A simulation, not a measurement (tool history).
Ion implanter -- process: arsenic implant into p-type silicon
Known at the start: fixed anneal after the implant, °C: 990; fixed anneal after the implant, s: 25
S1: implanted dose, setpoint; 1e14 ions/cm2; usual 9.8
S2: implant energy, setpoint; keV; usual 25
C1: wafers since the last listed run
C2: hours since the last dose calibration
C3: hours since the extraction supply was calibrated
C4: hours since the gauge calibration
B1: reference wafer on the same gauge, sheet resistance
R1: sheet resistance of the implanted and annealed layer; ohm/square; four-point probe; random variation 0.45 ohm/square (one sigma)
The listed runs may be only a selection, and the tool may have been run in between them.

run 1 hour=0 | S1=9.8 S2=25 | C1=0 C2=266.2 C3=3051.1 C4=726.2 | B1=130.17 | R1=120.49
run 2 hour=49.9 | S1=9.8 S2=25 | C1=876 C2=316.1 C3=3101 C4=776.1 | B1=130.07 | R1=120.45
run 3 hour=152.4 | S1=9.8 S2=25 | C1=1799 C2=418.6 C3=3203.5 C4=878.6 | B1=129.89 | R1=120.73
run 4 hour=251.7 | S1=9.8 S2=25 | C1=1743 C2=517.9 C3=3302.8 C4=977.9 | B1=129.83 | R1=119.86
run 5 hour=330.6 | S1=9.8 S2=25 | C1=1385 C2=596.8 C3=3381.7 C4=1056.8 | B1=129.82 | R1=120.15
run 6 hour=431.6 | S1=9.8 S2=25 | C1=1773 C2=697.8 C3=3482.7 C4=1157.8 | B1=129.68 | R1=120.7
run 7 hour=488.4 | S1=9.8 S2=25 | C1=997 C2=754.6 C3=3539.5 C4=1214.6 | B1=129.55 | R1=120.55
run 8 hour=589.4 | S1=11.58 S2=25 | C1=1773 C2=855.6 C3=3640.5 C4=1315.6 | B1=129.56 | R1=109.88
run 9 hour=691.6 | S1=8.57 S2=30 | C1=1794 C2=957.8 C3=3742.7 C4=1417.8 | B1=129.32 | R1=123.81
run 10 hour=771.5 | S1=9.8 S2=30 | C1=1402 C2=1037.7 C3=3822.6 C4=1497.7 | B1=129.18 | R1=113.05
run 11 hour=824 | S1=8.11 S2=25 | C1=921 C2=1090.2 C3=3875.1 C4=1550.2 | B1=129.15 | R1=134.19
run 12 hour=898.2 | S1=8.11 S2=25 | C1=1302 C2=1164.4 C3=3949.3 C4=1624.4 | B1=129.01 | R1=134.58
run 13 hour=960.5 | S1=9.8 S2=32.5 | C1=1093 C2=1226.7 C3=4011.6 C4=1686.7 | B1=128.89 | R1=110.06
-- hour=1021.4 extraction supply calibrated
run 14 hour=1021.9 | S1=9.8 S2=25 | C1=937 C2=1288.1 C3=0.5 C4=1748.1 | B1=128.87 | R1=119.22
run 15 hour=1103.2 | S1=9.8 S2=25 | C1=1427 C2=1369.4 C3=81.8 C4=1829.4 | B1=128.73 | R1=118.55
run 16 hour=1171.8 | S1=7.14 S2=27.5 | C1=1204 C2=1438 C3=150.4 C4=1898 | B1=128.67 | R1=140.93
run 17 hour=1232 | S1=10.62 S2=19 | C1=1056 C2=1498.2 C3=210.6 C4=1958.2 | B1=128.43 | R1=122.76
-- hour=1260.6 Faraday cup replaced and dose calibrated
run 18 hour=1301.4 | S1=10.87 S2=16.5 | C1=1077 C2=40.8 C3=280 C4=2027.6 | B1=128.32 | R1=126.19
run 19 hour=1402.4 | S1=9.8 S2=25 | C1=1773 C2=141.8 C3=381 C4=2128.6 | B1=128.02 | R1=118.13
run 20 hour=1450.8 | S1=9.8 S2=25 | C1=849 C2=190.2 C3=429.4 C4=2177 | B1=127.91 | R1=118.82
run 21 hour=1545 | S1=9.8 S2=33 | C1=1653 C2=284.4 C3=523.6 C4=2271.2 | B1=127.68 | R1=109.49
run 22 hour=1644.3 | S1=7.56 S2=20 | C1=1743 C2=383.7 C3=622.9 C4=2370.5 | B1=127.43 | R1=145.23
run 23 hour=1744.5 | S1=9.8 S2=25 | C1=1759 C2=483.9 C3=723.1 C4=2470.7 | B1=127.14 | R1=117.91
run 24 hour=1809.6 | S1=12.17 S2=22.5 | C1=1142 C2=549 C3=788.2 C4=2535.8 | B1=127.13 | R1=109.59
-- hour=1898 gauge calibrated
run 25 hour=1903.3 | S1=8.16 S2=22.5 | C1=1644 C2=642.7 C3=881.9 C4=5.3 | B1=130.07 | R1=138.08
run 26 hour=1987.9 | S1=9.8 S2=25 | C1=1485 C2=727.3 C3=966.5 C4=89.9 | B1=130.07 | R1=119.94
run 27 hour=2242.5 | S1=12.05 S2=25 | C1=4469 C2=981.9 C3=1221.1 C4=344.5 | B1=129.96 | R1=108.49
run 28 hour=2330.3 | S1=9.04 S2=32.5 | C1=1541 C2=1069.7 C3=1308.9 C4=432.3 | B1=130 | R1=117.47
run 29 hour=2404.8 | S1=9.8 S2=25 | C1=1307 C2=1144.2 C3=1383.4 C4=506.8 | B1=129.93 | R1=120.36
run 30 hour=2485.8 | S1=9.8 S2=25 | C1=1421 C2=1225.2 C3=1464.4 C4=587.8 | B1=129.91 | R1=120.12
run 31 hour=2544.2 | S1=7.11 S2=21.5 | C1=1025 C2=1283.6 C3=1522.8 C4=646.2 | B1=129.79 | R1=151.31
run 32 hour=2633.3 | S1=9.8 S2=20 | C1=1564 C2=1372.7 C3=1611.9 C4=735.3 | B1=129.61 | R1=127.77
run 33 hour=2725 | S1=9.8 S2=25 | C1=1609 C2=1464.4 C3=1703.6 C4=827 | B1=129.68 | R1=120.75
run 34 hour=2840 | S1=9.8 S2=25 | C1=2018 C2=1579.4 C3=1818.6 C4=942 | B1=129.6 | R1=119.41
run 35 hour=2914.1 | S1=8.74 S2=17 | C1=1300 C2=1653.5 C3=1892.7 C4=1016.1 | B1=129.42 | R1=139.81
run 36 hour=2978.2 | S1=9.8 S2=22.5 | C1=1125 C2=1717.6 C3=1956.8 C4=1080.2 | B1=129.33 | R1=124.2
run 37 hour=3028.6 | S1=12.69 S2=25 | C1=884 C2=1768 C3=2007.2 C4=1130.6 | B1=129.45 | R1=105.29

Below are 4 alternative next runs, each starting from the tool's condition after run 37. Predict each:
run A hour=3029 | S1=9.8 S2=25 | C1=7 C2=1768.4 C3=2007.6 C4=1131 | B1=? | R1=?
run B hour=3029 | S1=9.8 S2=19.5 | C1=7 C2=1768.4 C3=2007.6 C4=1131 | B1=? | R1=?
run C hour=3029 | S1=9.8 S2=20.5 | C1=7 C2=1768.4 C3=2007.6 C4=1131 | B1=? | R1=?
run D hour=3029 | S1=9.8 S2=21 | C1=7 C2=1768.4 C3=2007.6 C4=1131 | B1=? | R1=?

run=A B1=129.4 R1=119.76
run=B B1=129.4 R1=128.19
run=C B1=129.4 R1=126.49
run=D B1=129.4 R1=125.66
With the hidden condition removed and each run's random variation left untouched, the same runs would have given:
run=A R1=120.36
run=B R1=128.83
run=C R1=127.12
run=D R1=126.29
